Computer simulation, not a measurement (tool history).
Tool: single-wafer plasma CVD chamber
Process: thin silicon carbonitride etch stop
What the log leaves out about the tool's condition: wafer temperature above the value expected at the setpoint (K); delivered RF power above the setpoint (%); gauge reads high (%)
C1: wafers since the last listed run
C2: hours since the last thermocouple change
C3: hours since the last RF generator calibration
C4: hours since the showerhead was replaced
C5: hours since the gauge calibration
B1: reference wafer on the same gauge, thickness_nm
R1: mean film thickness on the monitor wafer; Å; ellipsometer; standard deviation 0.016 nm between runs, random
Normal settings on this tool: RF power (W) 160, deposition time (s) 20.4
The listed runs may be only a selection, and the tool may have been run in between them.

run 1 hour=0 | RF_power_(W)=160 deposition_time_(s)=17.8 | C1=0 C2=1974.6 C3=1114.1 C4=3149.6 C5=425.6 | B1=9.703 | R1=93.24
run 2 hour=32.5 | RF_power_(W)=160 deposition_time_(s)=17.8 | C1=1324 C2=2007.1 C3=1146.6 C4=3182.1 C5=458.1 | B1=9.7 | R1=93.37
run 3 hour=88 | RF_power_(W)=160 deposition_time_(s)=20.4 | C1=2262 C2=2062.6 C3=1202.1 C4=3237.6 C5=513.6 | B1=9.7 | R1=106.84
run 4 hour=158.2 | RF_power_(W)=135 deposition_time_(s)=20.4 | C1=2861 C2=2132.8 C3=1272.3 C4=3307.8 C5=583.8 | B1=9.701 | R1=99.04
run 5 hour=198.8 | RF_power_(W)=135 deposition_time_(s)=20.4 | C1=1655 C2=2173.4 C3=1312.9 C4=3348.4 C5=624.4 | B1=9.705 | R1=98.82
run 6 hour=227.9 | RF_power_(W)=160 deposition_time_(s)=20.4 | C1=1186 C2=2202.5 C3=1342 C4=3377.5 C5=653.5 | B1=9.7 | R1=107
run 7 hour=271.5 | RF_power_(W)=160 deposition_time_(s)=17.7 | C1=1777 C2=2246.1 C3=1385.6 C4=3421.1 C5=697.1 | B1=9.701 | R1=92.84
run 8 hour=341.6 | RF_power_(W)=160 deposition_time_(s)=17.7 | C1=2857 C2=2316.2 C3=1455.7 C4=3491.2 C5=767.2 | B1=9.703 | R1=92.72
-- hour=351.6 RF generator calibrated
run 9 hour=401.1 | RF_power_(W)=150 deposition_time_(s)=20.4 | C1=2099 C2=2375.7 C3=49.5 C4=3550.7 C5=826.7 | B1=9.7 | R1=104.81
run 10 hour=465.3 | RF_power_(W)=150 deposition_time_(s)=20.4 | C1=2617 C2=2439.9 C3=113.7 C4=3614.9 C5=890.9 | B1=9.701 | R1=104.82
run 11 hour=493.8 | RF_power_(W)=150 deposition_time_(s)=20.4 | C1=1161 C2=2468.4 C3=142.2 C4=3643.4 C5=919.4 | B1=9.7 | R1=104.92
-- hour=546.9 gauge calibrated
run 12 hour=558 | RF_power_(W)=160 deposition_time_(s)=20.4 | C1=2617 C2=2532.6 C3=206.4 C4=3707.6 C5=11.1 | B1=9.7 | R1=107.91
run 13 hour=629.3 | RF_power_(W)=180 deposition_time_(s)=20.4 | C1=2906 C2=2603.9 C3=277.7 C4=3778.9 C5=82.4 | B1=9.699 | R1=113.27
run 14 hour=671.2 | RF_power_(W)=135 deposition_time_(s)=19 | C1=1708 C2=2645.8 C3=319.6 C4=3820.8 C5=124.3 | B1=9.702 | R1=92.75
-- hour=681.4 showerhead replaced
run 15 hour=715 | RF_power_(W)=135 deposition_time_(s)=18.9 | C1=1459 C2=2689.6 C3=363.4 C4=33.6 C5=168.1 | B1=9.701 | R1=92.2
run 16 hour=757.9 | RF_power_(W)=130 deposition_time_(s)=17.1 | C1=1748 C2=2732.5 C3=406.3 C4=76.5 C5=211 | B1=9.698 | R1=82.13
run 17 hour=794.8 | RF_power_(W)=175 deposition_time_(s)=18.2 | C1=1504 C2=2769.4 C3=443.2 C4=113.4 C5=247.9 | B1=9.698 | R1=99.49
run 18 hour=820.3 | RF_power_(W)=150 deposition_time_(s)=20.4 | C1=1039 C2=2794.9 C3=468.7 C4=138.9 C5=273.4 | B1=9.697 | R1=104.33
-- hour=846.7 thermocouple changed; heater temperature recalibrated
run 19 hour=889.5 | RF_power_(W)=140 deposition_time_(s)=18.1 | C1=2494 C2=42.8 C3=537.9 C4=208.1 C5=342.6 | B1=9.699 | R1=89.59
run 20 hour=920.1 | RF_power_(W)=150 deposition_time_(s)=18.1 | C1=1247 C2=73.4 C3=568.5 C4=238.7 C5=373.2 | B1=9.699 | R1=92.58
run 21 hour=964 | RF_power_(W)=145 deposition_time_(s)=22.5 | C1=1789 C2=117.3 C3=612.4 C4=282.6 C5=417.1 | B1=9.703 | R1=113.23
run 22 hour=1013.7 | RF_power_(W)=160 deposition_time_(s)=17.8 | C1=2026 C2=167 C3=662.1 C4=332.3 C5=466.8 | B1=9.703 | R1=93.6
run 23 hour=1074.7 | RF_power_(W)=140 deposition_time_(s)=17.9 | C1=2486 C2=228 C3=723.1 C4=393.3 C5=527.8 | B1=9.699 | R1=88.54

What if the next run were any one of these 3? Each begins from the tool's condition after run 23:
run A hour=1075.1 | RF_power_(W)=140 deposition_time_(s)=20.4 | C1=16 C2=228.4 C3=723.5 C4=393.7 C5=528.2 | B1=? | R1=?
run B hour=1075.1 | RF_power_(W)=160 deposition_time_(s)=23.1 | C1=16 C2=228.4 C3=723.5 C4=393.7 C5=528.2 | B1=? | R1=?
run C hour=1075.1 | RF_power_(W)=140 deposition_time_(s)=23.1 | C1=16 C2=228.4 C3=723.5 C4=393.7 C5=528.2 | B1=? | R1=?

run=A B1=9.7 R1=100.85
run=B B1=9.7 R1=121.18
run=C B1=9.7 R1=114.19
Without the tool's unlogged condition, the same runs would have read:
run=A R1=101.76
run=B R1=122.28
run=C R1=115.23
